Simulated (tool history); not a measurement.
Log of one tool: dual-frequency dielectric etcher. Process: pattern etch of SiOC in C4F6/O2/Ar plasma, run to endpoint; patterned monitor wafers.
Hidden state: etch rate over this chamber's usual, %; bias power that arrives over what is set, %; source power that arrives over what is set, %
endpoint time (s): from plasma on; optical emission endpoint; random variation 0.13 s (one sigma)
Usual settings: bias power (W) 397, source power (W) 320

| run | hour | bias power (W) | source power (W) | wafers since the last listed run | hours since the last wet clean | hours since the last bias power generator calibration | hours since the last source power generator calibration | hours since the last upper electrode change | incoming incoming film thickness, nm | endpoint time (s) |
|---|---|---|---|---|---|---|---|---|---|---|
| 1 | 0 | 397 | 360 | 0 | 152.4 | 989.6 | 1592.2 | 4029.9 | 46.15 | 17.8 |
| 2 | 171.1 | 397 | 360 | 2919 | 323.5 | 1160.7 | 1763.3 | 4201 | 45.73 | 17.5 |
| 3 | 210.1 | 397 | 320 | 665 | 362.5 | 1199.7 | 1802.3 | 4240 | 45.4 | 17.8 |
| 4 | 290.8 | 397 | 320 | 1377 | 443.2 | 1280.4 | 1883 | 4320.7 | 46.15 | 18.1 |
|  | 367 | bias power generator calibrated |
| 5 | 395 | 397 | 260 | 1709 | 547.4 | 28 | 1987.2 | 4424.9 | 46.25 | 19.5 |
|  | 484.2 | wet clean of the chamber |
| 6 | 489.7 | 364 | 320 | 1206 | 5.5 | 122.7 | 2081.9 | 4519.6 | 45.97 | 19.3 |
| 7 | 587.1 | 364 | 320 | 1661 | 102.9 | 220.1 | 2179.3 | 4617 | 45.58 | 18.7 |
| 8 | 634.3 | 397 | 320 | 805 | 150.1 | 267.3 | 2226.5 | 4664.2 | 45.81 | 18.3 |
| 9 | 713.3 | 397 | 320 | 1348 | 229.1 | 346.3 | 2305.5 | 4743.2 | 45.75 | 18.4 |
| 10 | 840.2 | 397 | 320 | 2165 | 356 | 473.2 | 2432.4 | 4870.1 | 46.37 | 18.2 |
| 11 | 896.7 | 397 | 380 | 964 | 412.5 | 529.7 | 2488.9 | 4926.6 | 46.42 | 17.5 |
| 12 | 976.9 | 397 | 320 | 1368 | 492.7 | 609.9 | 2569.1 | 5006.8 | 46.21 | 18 |
| 13 | 1065.7 | 397 | 320 | 1515 | 581.5 | 698.7 | 2657.9 | 5095.6 | 45.75 | 17.9 |
|  | 1163.4 | wet clean of the chamber |
| 14 | 1163.9 | 397 | 320 | 1266 | 0.5 | 796.9 | 2756.1 | 5193.8 | 45.66 | 18.4 |
| 15 | 1241.9 | 461 | 360 | 1330 | 78.5 | 874.9 | 2834.1 | 5271.8 | 45.91 | 17 |
| 16 | 1296.8 | 463 | 360 | 936 | 133.4 | 929.8 | 2889 | 5326.7 | 45.92 | 16.6 |
| 17 | 1340.5 | 494 | 280 | 745 | 177.1 | 973.5 | 2932.7 | 5370.4 | 46.23 | 17.8 |
| 18 | 1397.4 | 314 | 320 | 970 | 234 | 1030.4 | 2989.6 | 5427.3 | 45.98 | 20.3 |
| 19 | 1477.2 | 397 | 320 | 1361 | 313.8 | 1110.2 | 3069.4 | 5507.1 | 45.82 | 18.5 |
| 20 | 1514.1 | 397 | 320 | 629 | 350.7 | 1147.1 | 3106.3 | 5544 | 45.62 | 18 |
| 21 | 1621 | 324 | 290 | 1824 | 457.6 | 1254 | 3213.2 | 5650.9 | 46.05 | 20.3 |
| 22 | 1712.2 | 363 | 340 | 1556 | 548.8 | 1345.2 | 3304.4 | 5742.1 | 46.09 | 18.5 |
|  | 1774.7 | wet clean of the chamber |
|  | 1792.2 | bias power generator calibrated |
| 23 | 1806.7 | 318 | 270 | 1134 | 32 | 14.5 | 3398.9 | 5836.6 | 45.97 | 21.3 |
| 24 | 1891.3 | 371 | 320 | 1443 | 116.6 | 99.1 | 3483.5 | 5921.2 | 46.15 | 19.3 |
| 25 | 1951.4 | 397 | 320 | 1025 | 176.7 | 159.2 | 3543.6 | 5981.3 | 46.38 | 18.8 |
|  | 1985.7 | source power generator calibrated |
|  | 2003.1 | upper electrode replaced |
| 26 | 2008.3 | 397 | 320 | 606 | 233.6 | 216.1 | 22.6 | 5.2 | 45.47 | 18.2 |
| 27 | 2114.5 | 492 | 350 | 1812 | 339.8 | 322.3 | 128.8 | 111.4 | 45.71 | 16.1 |
| 28 | 2179.2 | 397 | 320 | 1104 | 404.5 | 387 | 193.5 | 176.1 | 45.77 | 18.1 |
| 29 | 2222.8 | 361 | 320 | 743 | 448.1 | 430.6 | 237.1 | 219.7 | 45.79 | 18.9 |
| 30 | 2293.7 | 360 | 320 | 1209 | 519 | 501.5 | 308 | 290.6 | 46.06 | 19 |
| 31 | 2394.9 | 397 | 390 | 1726 | 620.2 | 602.7 | 409.2 | 391.8 | 45.67 | 16.8 |
|  | 2464.6 | wet clean of the chamber |
| 32 | 2481.8 | 397 | 320 | 1073 | 17.2 | 689.6 | 496.1 | 478.7 | 45.64 | 18.7 |
| 33 | 2648.1 | 310 | 290 | 2837 | 183.5 | 855.9 | 662.4 | 645 | 45.88 | 20.8 |
| 34 | 2740.9 | 444 | 390 | 1583 | 276.3 | 948.7 | 755.2 | 737.8 | 46.11 | 16.8 |

5 ways to go on from here, each from the tool as it stands after run 34. What would each give?
| A | 2741.3 | 397 | 320 | 6 | 276.7 | 949.1 | 755.6 | 738.2 | 45.9 | ? |
| B | 2741.3 | 361 | 250 | 6 | 276.7 | 949.1 | 755.6 | 738.2 | 45.9 | ? |
| C | 2741.3 | 317 | 240 | 6 | 276.7 | 949.1 | 755.6 | 738.2 | 45.9 | ? |
| D | 2741.3 | 397 | 370 | 6 | 276.7 | 949.1 | 755.6 | 738.2 | 45.9 | ? |
| E | 2741.3 | 352 | 250 | 6 | 276.7 | 949.1 | 755.6 | 738.2 | 45.9 | ? |

| run | endpoint time (s) |
|---|---|
| A | 18.2 |
| B | 20.2 |
| C | 21.6 |
| D | 17.4 |
| E | 20.4 |
Without the tool's hidden state the same runs would have given:
| run | endpoint time (s) |
|---|---|
| A | 18.5 |
| B | 20.6 |
| C | 22.1 |
| D | 17.8 |
| E | 20.9 |
